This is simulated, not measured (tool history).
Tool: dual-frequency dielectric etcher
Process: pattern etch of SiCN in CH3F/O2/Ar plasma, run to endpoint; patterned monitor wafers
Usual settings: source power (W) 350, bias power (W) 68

run	hour	source power (W)	bias power (W)	wafers since the last listed run	hours since the last wet clean	hours since the last source power generator calibration	hours since the last bias power generator calibration	hours since the last upper electrode change	incoming incoming film thickness, nm	endpoint time (s)
1	0.0	310	68	0	8.5	2893.6	3126.6	2041.9	10.03	31.3
2	74.4	310	68	1467	82.9	2968.0	3201.0	2116.3	9.90	30.8
3	133.3	350	68	1161	141.8	3026.9	3259.9	2175.2	10.02	30.1
4	240.2	350	68	2107	248.7	3133.8	3366.8	2282.1	10.03	30.5
5	297.8	350	60	1135	306.3	3191.4	3424.4	2339.7	9.98	32.5
# hour 392.4: upper electrode replaced
# hour 405.3: wet clean of the chamber
6	405.8	380	62	1402	0.5	3299.4	3532.4	13.4	9.91	31.2
7	488.0	380	62	1620	82.7	3381.6	3614.6	95.6	10.00	31.9
# hour 540.4: source power generator calibrated
8	583.4	410	61	1802	178.1	43.0	3710.0	191.0	10.00	31.6
9	645.9	400	56	1232	240.6	105.5	3772.5	253.5	9.97	33.3
# hour 690.7: wet clean of the chamber, repeated, since the last time left the tool worse
10	716.9	410	78	926	26.2	176.5	3843.5	324.5	10.05	26.2
# hour 777.3: bias power generator calibrated
11	783.0	380	55	1224	92.3	242.6	5.7	390.6	9.93	32.1
12	823.7	350	68	802	133.0	283.3	46.4	431.3	10.02	29.8
13	887.1	440	58	1250	196.4	346.7	109.8	494.7	9.86	29.4
14	961.3	350	68	1463	270.6	420.9	184.0	568.9	10.03	30.4
15	1064.6	380	52	2036	373.9	524.2	287.3	672.2	10.01	34.0

Run 16 comes next. What will it give?
# hour 1180.3: wet clean of the chamber
16	1180.8	350	60	1817	0.5	640.4	403.5	788.4	10.03	?

{"run 16": {"endpoint time (s)": 31.7}}
Without the tool's hidden state the same run would have given endpoint time (s) 31.7.

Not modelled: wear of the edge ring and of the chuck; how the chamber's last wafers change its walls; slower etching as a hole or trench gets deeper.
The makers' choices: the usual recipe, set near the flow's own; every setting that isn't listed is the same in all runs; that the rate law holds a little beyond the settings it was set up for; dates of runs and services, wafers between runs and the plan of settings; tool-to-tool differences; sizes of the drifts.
